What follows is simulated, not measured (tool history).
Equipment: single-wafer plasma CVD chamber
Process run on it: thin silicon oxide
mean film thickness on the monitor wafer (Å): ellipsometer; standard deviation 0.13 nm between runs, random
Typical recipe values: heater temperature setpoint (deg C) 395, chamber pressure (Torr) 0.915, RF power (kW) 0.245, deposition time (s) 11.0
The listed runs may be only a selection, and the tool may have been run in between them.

| run | hour | heater temperature setpoint (deg C) | chamber pressure (Torr) | RF power (kW) | deposition time (s) | wafers since the last listed run | hours since the last thermocouple change | hours since the last RF generator calibration | hours since the last manometer calibration | hours since the showerhead was replaced | hours since the gauge calibration | read-back reference wafer on the same gauge, thickness_nm | mean film thickness on the monitor wafer (Å) |
|---|---|---|---|---|---|---|---|---|---|---|---|---|---|
| 1 | 0.0 | 385 | 0.915 | 0.245 | 11.0 | 0 | 3172.1 | 81.2 | 2067.9 | 3428.8 | 503.6 | 20.121 | 223.11 |
| 2 | 19.7 | 395 | 0.915 | 0.245 | 11.0 | 394 | 3191.8 | 100.9 | 2087.6 | 3448.5 | 523.3 | 20.103 | 221.53 |
| 3 | 31.7 | 395 | 0.915 | 0.245 | 11.0 | 240 | 3203.8 | 112.9 | 2099.6 | 3460.5 | 535.3 | 20.087 | 221.95 |
| 4 | 59.1 | 395 | 0.915 | 0.245 | 11.0 | 548 | 3231.2 | 140.3 | 2127.0 | 3487.9 | 562.7 | 20.048 | 221.29 |
| 5 | 80.7 | 395 | 0.915 | 0.245 | 9.7 | 432 | 3252.8 | 161.9 | 2148.6 | 3509.5 | 584.3 | 20.091 | 193.77 |
|  | 102.6 | thermocouple changed; heater temperature recalibrated |
| 6 | 115.1 | 410 | 0.915 | 0.245 | 11.0 | 528 | 12.5 | 196.3 | 2183.0 | 3543.9 | 618.7 | 20.096 | 219.18 |
| 7 | 133.0 | 395 | 1.029 | 0.245 | 12.9 | 358 | 30.4 | 214.2 | 2200.9 | 3561.8 | 636.6 | 20.091 | 279.34 |
| 8 | 166.0 | 381 | 0.915 | 0.245 | 11.0 | 660 | 63.4 | 247.2 | 2233.9 | 3594.8 | 669.6 | 20.154 | 225.71 |
|  | 190.9 | capacitance manometer re-zeroed and calibrated |
| 9 | 194.5 | 395 | 0.915 | 0.245 | 11.0 | 410 | 91.9 | 275.7 | 3.6 | 3623.3 | 698.1 | 20.100 | 221.66 |
| 10 | 277.3 | 395 | 0.915 | 0.245 | 9.1 | 1657 | 174.7 | 358.5 | 86.4 | 3706.1 | 780.9 | 20.060 | 185.22 |
| 11 | 298.8 | 395 | 0.915 | 0.245 | 12.1 | 430 | 196.2 | 380.0 | 107.9 | 3727.6 | 802.4 | 20.118 | 243.93 |
|  | 333.8 | showerhead replaced |
| 12 | 334.3 | 409 | 0.915 | 0.245 | 11.8 | 550 | 231.7 | 415.5 | 143.4 | 0.5 | 837.9 | 20.086 | 234.48 |
| 13 | 354.0 | 386 | 1.140 | 0.245 | 11.0 | 394 | 251.4 | 435.2 | 163.1 | 20.2 | 857.6 | 20.057 | 256.99 |
| 14 | 431.7 | 395 | 1.044 | 0.230 | 11.0 | 1555 | 329.1 | 512.9 | 240.8 | 97.9 | 935.3 | 20.063 | 237.04 |
|  | 435.9 | gauge calibrated |
| 15 | 459.6 | 395 | 0.915 | 0.245 | 11.0 | 558 | 357.0 | 540.8 | 268.7 | 125.8 | 23.7 | 20.142 | 221.22 |
| 16 | 476.1 | 395 | 0.915 | 0.245 | 11.0 | 330 | 373.5 | 557.3 | 285.2 | 142.3 | 40.2 | 20.092 | 222.83 |
| 17 | 502.6 | 395 | 0.915 | 0.245 | 11.0 | 530 | 400.0 | 583.8 | 311.7 | 168.8 | 66.7 | 20.049 | 223.55 |
| 18 | 590.4 | 389 | 0.805 | 0.195 | 10.2 | 1757 | 487.8 | 671.6 | 399.5 | 256.6 | 154.5 | 20.027 | 173.71 |
| 19 | 626.2 | 400 | 0.915 | 0.245 | 11.0 | 716 | 523.6 | 707.4 | 435.3 | 292.4 | 190.3 | 20.094 | 221.34 |
| 20 | 659.5 | 395 | 0.915 | 0.290 | 11.0 | 666 | 556.9 | 740.7 | 468.6 | 325.7 | 223.6 | 20.128 | 233.71 |
| 21 | 684.4 | 395 | 0.915 | 0.245 | 11.0 | 498 | 581.8 | 765.6 | 493.5 | 350.6 | 248.5 | 20.140 | 220.69 |
| 22 | 717.9 | 395 | 1.132 | 0.245 | 9.0 | 670 | 615.3 | 799.1 | 527.0 | 384.1 | 282.0 | 20.092 | 206.62 |
| 23 | 748.1 | 395 | 1.097 | 0.245 | 11.0 | 604 | 645.5 | 829.3 | 557.2 | 414.3 | 312.2 | 20.080 | 248.95 |
| 24 | 782.5 | 395 | 0.915 | 0.245 | 11.0 | 688 | 679.9 | 863.7 | 591.6 | 448.7 | 346.6 | 20.031 | 219.26 |
| 25 | 794.8 | 395 | 0.915 | 0.245 | 11.0 | 246 | 692.2 | 876.0 | 603.9 | 461.0 | 358.9 | 20.058 | 220.97 |
| 26 | 822.3 | 388 | 0.993 | 0.205 | 10.0 | 550 | 719.7 | 903.5 | 631.4 | 488.5 | 386.4 | 20.123 | 202.00 |
| 27 | 856.3 | 395 | 0.915 | 0.245 | 10.4 | 680 | 753.7 | 937.5 | 665.4 | 522.5 | 420.4 | 20.089 | 210.36 |
| 28 | 871.4 | 395 | 0.915 | 0.245 | 11.0 | 302 | 768.8 | 952.6 | 680.5 | 537.6 | 435.5 | 20.111 | 219.02 |

Exercise: give the hidden state of the tool at every run:
wafer temperature above the value expected at the setpoint (K): 0 on each run
delivered RF power above the setpoint (%): 0 on each run
true pressure above the setpoint (%): 0 on each run
gauge reads high (%): 0 on each run

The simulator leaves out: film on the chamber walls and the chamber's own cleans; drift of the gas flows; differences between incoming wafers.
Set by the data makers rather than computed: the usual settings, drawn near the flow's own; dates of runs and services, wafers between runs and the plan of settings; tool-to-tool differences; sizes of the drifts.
